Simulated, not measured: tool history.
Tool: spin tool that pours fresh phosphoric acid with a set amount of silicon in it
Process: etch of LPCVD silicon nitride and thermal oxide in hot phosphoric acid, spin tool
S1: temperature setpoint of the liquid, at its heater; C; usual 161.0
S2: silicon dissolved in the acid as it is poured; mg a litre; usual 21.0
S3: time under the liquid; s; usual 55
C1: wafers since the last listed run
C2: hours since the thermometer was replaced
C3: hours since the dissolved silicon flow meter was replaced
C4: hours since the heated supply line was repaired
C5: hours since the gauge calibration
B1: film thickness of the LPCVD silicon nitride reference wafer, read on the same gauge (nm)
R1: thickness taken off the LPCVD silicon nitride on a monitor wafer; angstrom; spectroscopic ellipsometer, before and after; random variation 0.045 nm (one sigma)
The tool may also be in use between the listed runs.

Run 1, day 0.000: usual settings; C1 0; C2 324.3; C3 839.1; C4 1905.8; C5 249.7; B1 59.983. Result: R1 48.90 angstrom.
At day 0.188: gauge calibrated.
Run 2, day 1.362: usual settings; C1 478; C2 357.0; C3 871.8; C4 1938.5; C5 28.2; B1 59.987. Result: R1 48.17 angstrom.
Run 3, day 2.071: usual settings; C1 248; C2 374.0; C3 888.8; C4 1955.5; C5 45.2; B1 60.018. Result: R1 48.77 angstrom.
Run 4, day 2.642: usual settings; C1 200; C2 387.7; C3 902.5; C4 1969.2; C5 58.9; B1 59.980. Result: R1 49.02 angstrom.
Run 5, day 3.538: usual settings; C1 314; C2 409.2; C3 924.0; C4 1990.7; C5 80.4; B1 60.007. Result: R1 48.96 angstrom.
Run 6, day 5.038: usual settings; C1 526; C2 445.2; C3 960.0; C4 2026.7; C5 116.4; B1 60.005. Result: R1 48.37 angstrom.
Run 7, day 5.579: usual settings; C1 190; C2 458.2; C3 973.0; C4 2039.7; C5 129.4; B1 59.985. Result: R1 48.55 angstrom.
Run 8, day 6.800: usual settings but S2 9.5 mg a litre; C1 428; C2 487.5; C3 1002.3; C4 2069.0; C5 158.7; B1 59.989. Result: R1 48.17 angstrom.
Run 9, day 8.388: usual settings but S2 9.5 mg a litre; C1 557; C2 525.6; C3 1040.4; C4 2107.1; C5 196.8; B1 60.011. Result: R1 47.41 angstrom.
Run 10, day 8.954: usual settings but S1 160.0 C; C1 198; C2 539.2; C3 1054.0; C4 2120.7; C5 210.4; B1 60.019. Result: R1 46.07 angstrom.
Run 11, day 10.325: usual settings but S3 40 s; C1 481; C2 572.1; C3 1086.9; C4 2153.6; C5 243.3; B1 59.993. Result: R1 34.79 angstrom.
At day 10.750: gauge calibrated.
Run 12, day 11.650: usual settings but S2 29.5 mg a litre; C1 465; C2 603.9; C3 1118.7; C4 2185.4; C5 21.6; B1 59.980. Result: R1 46.44 angstrom.
Run 13, day 12.296: usual settings but S1 163.5 C; C1 226; C2 619.4; C3 1134.2; C4 2200.9; C5 37.1; B1 59.998. Result: R1 51.79 angstrom.
Run 14, day 13.100: usual settings but S1 162.5 C, S3 65 s; C1 282; C2 638.7; C3 1153.5; C4 2220.2; C5 56.4; B1 59.960. Result: R1 60.01 angstrom.
At day 13.529: heated supply line repaired.
Run 15, day 13.608: usual settings but S1 162.5 C, S2 8.0 mg a litre, S3 80 s; C1 163; C2 650.9; C3 1165.7; C4 1.9; C5 68.6; B1 59.983. Result: R1 71.78 angstrom.
At day 13.925: thermometer replaced.
At day 13.958: dissolved silicon flow meter replaced.
Run 16, day 14.525: usual settings but S3 30 s; C1 295; C2 14.4; C3 13.6; C4 23.9; C5 90.6; B1 60.021. Result: R1 27.69 angstrom.
Run 17, day 15.721: usual settings; C1 419; C2 43.1; C3 42.3; C4 52.6; C5 119.3; B1 60.020. Result: R1 50.73 angstrom.
Run 18, day 17.075: usual settings but S2 29.5 mg a litre; C1 475; C2 75.6; C3 74.8; C4 85.1; C5 151.8; B1 59.983. Result: R1 50.33 angstrom.
Run 19, day 17.762: usual settings but S1 158.0 C, S3 80 s; C1 241; C2 92.1; C3 91.3; C4 101.6; C5 168.3; B1 60.001. Result: R1 65.86 angstrom.
Run 20, day 18.971: usual settings but S1 159.0 C, S2 12.0 mg a litre; C1 424; C2 121.1; C3 120.3; C4 130.6; C5 197.3; B1 60.041. Result: R1 46.30 angstrom.

Forecast each of these 5 alternatives for the next run:
Run A, day 18.988: usual settings; C1 5; C2 121.5; C3 120.7; C4 131.0; C5 197.7; B1 ?. Result: R1 ?.
Run B, day 18.988: usual settings but S1 162.0 C, S2 15.5 mg a litre; C1 5; C2 121.5; C3 120.7; C4 131.0; C5 197.7; B1 ?. Result: R1 ?.
Run C, day 18.988: usual settings but S1 162.0 C, S2 30.0 mg a litre, S3 85 s; C1 5; C2 121.5; C3 120.7; C4 131.0; C5 197.7; B1 ?. Result: R1 ?.
Run D, day 18.988: usual settings but S2 28.5 mg a litre; C1 5; C2 121.5; C3 120.7; C4 131.0; C5 197.7; B1 ?. Result: R1 ?.
Run E, day 18.988: usual settings but S3 45 s; C1 5; C2 121.5; C3 120.7; C4 131.0; C5 197.7; B1 ?. Result: R1 ?.

run      B1     R1
  A  60.012  50.41
  B  60.012  52.12
  C  60.012  80.55
  D  60.012  50.41
  E  60.012  41.24
Without the tool's hidden state the same runs would have given:
run     R1
  A  51.48
  B  53.23
  C  82.26
  D  51.48
  E  42.12

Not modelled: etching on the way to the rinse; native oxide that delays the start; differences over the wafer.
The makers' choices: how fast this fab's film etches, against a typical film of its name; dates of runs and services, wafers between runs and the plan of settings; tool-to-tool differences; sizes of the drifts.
